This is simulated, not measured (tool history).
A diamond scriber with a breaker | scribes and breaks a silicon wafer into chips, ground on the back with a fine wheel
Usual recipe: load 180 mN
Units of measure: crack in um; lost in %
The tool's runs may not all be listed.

run	hour	load	incoming depth of the damage left on the back of the incoming wafer, um	crack	lost
1	0	180	2.23	9.19	15.08
2	8.4	180	2.97	9.04	17.06
3	24.1	180	2.19	8.89	17.75
4	40.4	180	2.62	8.99	19.04
5	56.8	180	2.34	8.88	20.8
# hour 69.9: diamond tip replaced by a new one
6	70.4	141	2.52	8.97	20.71
7	76.8	141	2.65	8.87	21.53
8	121.2	168	2.88	10.44	5.34
9	129.9	224	2.52	13.25	8.42
10	147.1	153	2.71	9.51	11.41
11	160.1	214	1.87	12.73	5.87
# hour 166: load on the tip recalibrated
12	171.8	162	2.21	9.95	7.12
13	179.4	180	2.24	10.97	2.3
14	196.1	229	2.58	13.36	10.17
15	204.4	158	2.22	9.78	8.94
16	212.4	128	2.76	8.07	36.27

Forecast each of these 3 alternatives for the next run:
A	213.1	180	2.97	?	?
B	213.1	222	2.97	?	?
C	213.1	143	2.97	?	?

run	crack	lost
A	10.78	3.44
B	12.84	8.41
C	8.78	21.22
Without the tool's unlogged condition, the same runs would have read:
run	crack	lost
A	11.17	2.85
B	13.31	11.7
C	9.1	16.6
